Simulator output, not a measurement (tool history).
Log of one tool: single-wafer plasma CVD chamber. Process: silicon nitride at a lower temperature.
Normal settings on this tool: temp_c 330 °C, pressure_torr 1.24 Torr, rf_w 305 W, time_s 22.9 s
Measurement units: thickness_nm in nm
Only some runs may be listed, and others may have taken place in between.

run	hour	temp_c	pressure_torr	rf_w	time_s	read-back reference wafer on the same gauge, thickness_nm	thickness_nm
1	0	330	1.24	350	22.9	27.988	25.919
# hour 12.8: gauge calibrated
2	73.9	330	1.24	305	22.9	27.994	23.844
# hour 84.2: RF generator calibrated
3	179.9	330	1.24	305	22.9	27.993	24.409
4	218.5	330	1.24	305	22.9	27.983	24.406
5	274.3	330	1.24	305	22.9	28.028	24.273
6	349.3	330	1.24	305	22.9	28.037	24.125
7	515.5	330	1.24	305	22.9	28.031	23.782
8	571.9	330	1.24	305	22.9	27.984	23.658
9	647.4	330	1.24	305	22.9	27.99	23.63
10	740.6	330	0.94	305	26.9	27.989	25.28
11	826.3	341	1.24	305	19.9	27.966	20.422
12	895.6	330	1.24	305	22.9	27.999	23.4
# hour 945.9: thermocouple changed; heater temperature recalibrated
# hour 946.6: RF generator calibrated
13	983.5	330	1.5	270	27.1	27.972	28.314
14	1052.5	330	1.24	360	22.9	27.943	26.35
# hour 1064.8: gauge calibrated
15	1152.7	315	1.24	305	22.9	27.997	24.054
# hour 1162.9: showerhead replaced
16	1246.1	330	1.49	305	22.9	28.016	25.161
# hour 1279.8: capacitance manometer re-zeroed and calibrated
17	1316.4	330	1.14	305	19.4	28.022	20.129
18	1601	330	1.24	305	22.9	27.979	24.044
19	1681.8	341	1.02	305	18.4	27.959	18.036

4 options for the next run, each taken on its own from the tool as it stands now. Forecast them:
A	1682.2	334	1.24	305	22.9	?	?
B	1682.2	336	1.24	305	22.9	?	?
C	1682.2	337	1.24	305	26.8	?	?
D	1682.2	340	1.24	305	22.9	?	?

run	read-back reference wafer on the same gauge, thickness_nm	thickness_nm
A	28.013	24.022
B	28.013	24.003
C	28.013	28.07
D	28.013	23.965
What these runs would have given with no unlogged condition in the tool:
run	thickness_nm
A	25.03
B	25.011
C	29.248
D	24.97

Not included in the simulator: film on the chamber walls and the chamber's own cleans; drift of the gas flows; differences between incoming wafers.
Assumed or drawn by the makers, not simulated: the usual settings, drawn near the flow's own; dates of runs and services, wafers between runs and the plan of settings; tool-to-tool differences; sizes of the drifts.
